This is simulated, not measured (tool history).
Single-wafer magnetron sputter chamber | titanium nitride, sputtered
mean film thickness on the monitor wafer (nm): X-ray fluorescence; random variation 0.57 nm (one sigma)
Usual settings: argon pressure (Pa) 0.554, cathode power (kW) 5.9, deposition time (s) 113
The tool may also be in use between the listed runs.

run,hour,argon pressure (Pa),cathode power (kW),deposition time (s),"read-back reference wafer on the same gauge, thickness_nm",mean film thickness on the monitor wafer (nm)
1,0,0.554,6.95,113,107.019,132.474
2,12.4,0.554,6.95,113,106.928,133.232
# hour 15.2: gauge calibrated
3,19.8,0.554,5.9,100,107.021,99.221
4,33.9,0.554,5.9,100,106.97,99.729
5,51.4,0.554,5.9,100,107.114,98.82
6,66.8,0.613,5.9,113,107.097,109.788
7,77,0.613,5.9,113,107.032,110.157
8,83.4,0.613,5.9,113,107.058,110.127
9,101,0.554,5.9,113,106.924,111.612
10,120.2,0.554,5.9,113,106.835,112.063
# hour 129.1: magnet pack replaced, of another model than before
11,129.6,0.68,4.8,133,106.987,100.985
12,177.8,0.37,4.85,131,107.087,114.513
13,192.3,0.631,6.6,113,107.098,119.16
14,209.6,0.554,4.65,113,107.112,87.376
# hour 228.1: sputter target and shields replaced
15,228.6,0.554,5.9,113,106.955,114.201
# hour 241.3: capacitance manometer re-zeroed and calibrated
# hour 241.8: gauge calibrated
16,241.8,0.49,5.9,95,107.009,98.632
17,250.3,0.387,6.5,91,107.152,109.527
18,262.3,0.48,5.3,113,107.156,106.874
19,308.7,0.613,5.9,113,107.124,110.423
20,323.3,0.336,4.75,97,106.975,86.96

What the log doesn't show, run by run:
true argon pressure above the setpoint (%): 0 in every run
gauge reads high (%): 0 in every run
H1: deposition rate above that of a new target (%)
run,H1
1,-1.34
2,-1.43
3,-1.48
4,-1.59
5,-1.74
6,-1.87
7,-1.96
8,-2.02
9,-2.19
10,-2.38
11,-2.47
12,-3
13,-3.17
14,-3.39
15,-0.255
16,-0.257
17,-0.261
18,-0.269
19,-0.336
20,-0.368

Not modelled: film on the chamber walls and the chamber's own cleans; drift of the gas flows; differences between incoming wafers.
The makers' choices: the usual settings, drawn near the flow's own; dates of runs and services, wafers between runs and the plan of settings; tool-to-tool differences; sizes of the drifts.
